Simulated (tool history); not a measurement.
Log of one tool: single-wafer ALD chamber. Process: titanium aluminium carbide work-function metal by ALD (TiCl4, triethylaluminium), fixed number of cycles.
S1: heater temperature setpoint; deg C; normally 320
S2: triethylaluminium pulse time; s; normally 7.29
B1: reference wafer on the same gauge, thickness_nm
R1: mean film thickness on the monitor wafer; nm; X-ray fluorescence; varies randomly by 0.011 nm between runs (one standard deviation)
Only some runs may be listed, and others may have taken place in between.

| run | day | S1 | S2 | B1 | R1 |
|---|---|---|---|---|---|
| 1 | 0.000 | 320 | 7.29 | 1.790 | 2.025 |
| 2 | 0.771 | 320 | 7.29 | 1.789 | 2.009 |
| 3 | 1.304 | 320 | 7.29 | 1.791 | 2.022 |
| 4 | 2.429 | 329 | 8.30 | 1.792 | 2.201 |
| 5 | 6.858 | 320 | 7.29 | 1.790 | 2.002 |
| 6 | 7.721 | 320 | 7.29 | 1.788 | 2.004 |
| 7 | 8.650 | 320 | 7.29 | 1.791 | 1.965 |
| 8 | 10.029 | 320 | 7.29 | 1.788 | 2.001 |
| 9 | 11.429 | 320 | 7.29 | 1.791 | 1.965 |
| 10 | 12.012 | 320 | 7.29 | 1.789 | 1.990 |
| 11 | 13.088 | 320 | 7.29 | 1.789 | 1.986 |
| 12 | 14.288 | 320 | 7.29 | 1.790 | 1.964 |
| 13 | 14.900 | 320 | 7.29 | 1.789 | 1.975 |
|  | 15.971 | thermocouple changed; heater temperature recalibrated |
|  | 17.762 | triethylaluminium bottle replaced |
| 14 | 17.900 | 312 | 5.64 | 1.792 | 1.444 |
| 15 | 19.683 | 320 | 7.29 | 1.791 | 1.754 |
| 16 | 22.054 | 333 | 9.13 | 1.789 | 2.046 |
| 17 | 23.400 | 320 | 9.75 | 1.789 | 1.954 |

Expected results for the next run?
| 18 | 24.529 | 320 | 7.29 | ? | ? |

Run 18 produced B1 1.789, R1 1.690 nm.
Take away the tool's hidden state, keep the run-to-run variation as it was, and the same run would have given R1 2.078 nm.
